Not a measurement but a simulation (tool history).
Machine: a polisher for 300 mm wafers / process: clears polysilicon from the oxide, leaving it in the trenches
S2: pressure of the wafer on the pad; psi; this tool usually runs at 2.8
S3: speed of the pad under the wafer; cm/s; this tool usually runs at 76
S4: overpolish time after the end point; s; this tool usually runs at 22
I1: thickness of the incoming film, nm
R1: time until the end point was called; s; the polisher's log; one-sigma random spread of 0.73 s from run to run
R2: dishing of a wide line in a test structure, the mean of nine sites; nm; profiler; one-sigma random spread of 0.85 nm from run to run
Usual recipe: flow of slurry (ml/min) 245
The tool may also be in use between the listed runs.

{"run": 1, "hour": 0.0, "flow of slurry (ml/min)": 245, "S2": 2.8, "S3": 76, "S4": 22, "I1": 466.4, "R1": 49.4, "R2": 68.0}
{"run": 2, "hour": 39.0, "flow of slurry (ml/min)": 195, "S2": 2.8, "S3": 84, "S4": 22, "I1": 462.4, "R1": 45.6, "R2": 70.4}
{"run": 3, "hour": 116.8, "flow of slurry (ml/min)": 195, "S2": 2.8, "S3": 84, "S4": 22, "I1": 465.1, "R1": 44.5, "R2": 69.2}
{"run": 4, "hour": 154.3, "flow of slurry (ml/min)": 245, "S2": 2.8, "S3": 76, "S4": 30, "I1": 458.3, "R1": 47.3, "R2": 71.4}
{"run": 5, "hour": 239.0, "flow of slurry (ml/min)": 245, "S2": 2.8, "S3": 76, "S4": 22, "I1": 468.3, "R1": 49.2, "R2": 70.0}
{"hour": 274.5, "done": "worn pad replaced by a new one"}
{"run": 6, "hour": 291.0, "flow of slurry (ml/min)": 245, "S2": 2.8, "S3": 76, "S4": 22, "I1": 458.6, "R1": 47.3, "R2": 68.2}
{"hour": 383.1, "done": "slurry nozzle cleaned"}
{"run": 7, "hour": 387.1, "flow of slurry (ml/min)": 245, "S2": 2.8, "S3": 76, "S4": 22, "I1": 461.4, "R1": 42.4, "R2": 70.3}
{"run": 8, "hour": 449.3, "flow of slurry (ml/min)": 245, "S2": 2.8, "S3": 76, "S4": 22, "I1": 460.1, "R1": 43.6, "R2": 70.3}
{"run": 9, "hour": 523.6, "flow of slurry (ml/min)": 245, "S2": 2.8, "S3": 76, "S4": 19, "I1": 457.5, "R1": 43.6, "R2": 68.8}
{"run": 10, "hour": 569.6, "flow of slurry (ml/min)": 245, "S2": 2.8, "S3": 76, "S4": 19, "I1": 463.8, "R1": 46.4, "R2": 68.3}
{"run": 11, "hour": 675.5, "flow of slurry (ml/min)": 245, "S2": 2.8, "S3": 76, "S4": 19, "I1": 462.5, "R1": 45.2, "R2": 68.0}
{"run": 12, "hour": 759.7, "flow of slurry (ml/min)": 245, "S2": 2.8, "S3": 76, "S4": 22, "I1": 464.8, "R1": 45.4, "R2": 69.0}
{"hour": 811.1, "done": "worn pad replaced by a new one"}
{"hour": 811.6, "done": "head pressure recalibrated"}
{"run": 13, "hour": 832.1, "flow of slurry (ml/min)": 245, "S2": 2.8, "S3": 76, "S4": 22, "I1": 459.0, "R1": 52.8, "R2": 67.5}
{"run": 14, "hour": 900.6, "flow of slurry (ml/min)": 245, "S2": 2.8, "S3": 76, "S4": 22, "I1": 454.3, "R1": 49.6, "R2": 69.2}
{"run": 15, "hour": 970.3, "flow of slurry (ml/min)": 245, "S2": 2.8, "S3": 76, "S4": 22, "I1": 459.1, "R1": 49.9, "R2": 68.5}
{"hour": 1029.9, "done": "slurry nozzle cleaned"}
{"run": 16, "hour": 1044.1, "flow of slurry (ml/min)": 245, "S2": 2.8, "S3": 76, "S4": 26, "I1": 457.4, "R1": 44.0, "R2": 71.8}
{"run": 17, "hour": 1137.7, "flow of slurry (ml/min)": 245, "S2": 2.8, "S3": 76, "S4": 22, "I1": 458.4, "R1": 44.7, "R2": 71.0}
{"run": 18, "hour": 1231.0, "flow of slurry (ml/min)": 245, "S2": 2.4, "S3": 68, "S4": 13, "I1": 455.9, "R1": 58.3, "R2": 56.7}
{"hour": 1295.3, "done": "worn pad replaced by a new one"}
{"run": 19, "hour": 1444.4, "flow of slurry (ml/min)": 325, "S2": 2.8, "S3": 82, "S4": 14, "I1": 461.6, "R1": 41.6, "R2": 65.2}
{"run": 20, "hour": 1524.7, "flow of slurry (ml/min)": 275, "S2": 3.2, "S3": 86, "S4": 9, "I1": 465.4, "R1": 35.4, "R2": 60.0}
{"run": 21, "hour": 1600.0, "flow of slurry (ml/min)": 245, "S2": 2.8, "S3": 76, "S4": 22, "I1": 459.2, "R1": 48.2, "R2": 69.4}
{"hour": 1628.1, "done": "slurry nozzle cleaned"}
{"run": 22, "hour": 1692.6, "flow of slurry (ml/min)": 245, "S2": 2.8, "S3": 76, "S4": 22, "I1": 452.2, "R1": 42.3, "R2": 70.6}
{"run": 23, "hour": 1798.0, "flow of slurry (ml/min)": 295, "S2": 2.8, "S3": 92, "S4": 22, "I1": 457.7, "R1": 34.6, "R2": 70.2}
{"hour": 1841.8, "done": "worn pad replaced by a new one"}
{"hour": 1881.3, "done": "head pressure recalibrated"}
{"run": 24, "hour": 1904.9, "flow of slurry (ml/min)": 215, "S2": 2.8, "S3": 84, "S4": 22, "I1": 465.1, "R1": 48.1, "R2": 69.0}
{"run": 25, "hour": 1993.1, "flow of slurry (ml/min)": 305, "S2": 2.8, "S3": 56, "S4": 22, "I1": 455.7, "R1": 64.2, "R2": 64.0}
{"run": 26, "hour": 2056.9, "flow of slurry (ml/min)": 245, "S2": 2.4, "S3": 76, "S4": 12, "I1": 458.9, "R1": 58.9, "R2": 54.3}
{"run": 27, "hour": 2125.8, "flow of slurry (ml/min)": 245, "S2": 2.8, "S3": 76, "S4": 22, "I1": 457.6, "R1": 50.8, "R2": 69.7}
{"run": 28, "hour": 2208.4, "flow of slurry (ml/min)": 245, "S2": 3.2, "S3": 76, "S4": 22, "I1": 464.6, "R1": 43.6, "R2": 71.7}
{"run": 29, "hour": 2315.6, "flow of slurry (ml/min)": 185, "S2": 2.5, "S3": 76, "S4": 34, "I1": 455.0, "R1": 59.8, "R2": 72.1}
{"hour": 2326.0, "done": "worn pad replaced by a new one"}
{"hour": 2364.4, "done": "slurry nozzle cleaned"}
{"run": 30, "hour": 2401.5, "flow of slurry (ml/min)": 245, "S2": 2.8, "S3": 76, "S4": 22, "I1": 463.1, "R1": 42.8, "R2": 70.2}
{"run": 31, "hour": 2447.3, "flow of slurry (ml/min)": 245, "S2": 2.2, "S3": 88, "S4": 13, "I1": 468.2, "R1": 50.4, "R2": 61.2}
{"run": 32, "hour": 2532.6, "flow of slurry (ml/min)": 245, "S2": 2.8, "S3": 76, "S4": 22, "I1": 455.2, "R1": 43.5, "R2": 70.8}

For some of the steps in R1 from one run to the next: how much would appear even if the tool had no hidden state, given the settings, what came in and random variation, and how much remains for the hidden state plus any gauge scatter that the measured result and the result without hidden state don't share?
What the log doesn't record here: removal rate lost through wear of the pad, %; slurry flow missing at the pad, %; deviation of the head's pressure from its setpoint, %.
Run 12 -> 13: worn pad replaced by a new one, head pressure recalibrated. R1 +7.4 s: hidden state +5.2, all else +2.2.
Run 18 -> 19: flow of slurry (ml/min) 245 -> 325, S2 2.4 -> 2.8, S3 68 -> 82, S4 13 -> 14, worn pad replaced by a new one. R1 -16.7 s: hidden state +0.5, all else -17.2.
Run 23 -> 24: flow of slurry (ml/min) 295 -> 215, S3 92 -> 84, worn pad replaced by a new one, head pressure recalibrated. R1 +13.5 s: hidden state +5.5, all else +8.0.
Run 28 -> 29: flow of slurry (ml/min) 245 -> 185, S2 3.2 -> 2.5, S4 22 -> 34. R1 +16.2 s: hidden state +2.3, all else +13.9.
Run 29 -> 30: flow of slurry (ml/min) 185 -> 245, S2 2.5 -> 2.8, S4 34 -> 22, worn pad replaced by a new one, slurry nozzle cleaned. R1 -17.0 s: hidden state -7.4, all else -9.6.

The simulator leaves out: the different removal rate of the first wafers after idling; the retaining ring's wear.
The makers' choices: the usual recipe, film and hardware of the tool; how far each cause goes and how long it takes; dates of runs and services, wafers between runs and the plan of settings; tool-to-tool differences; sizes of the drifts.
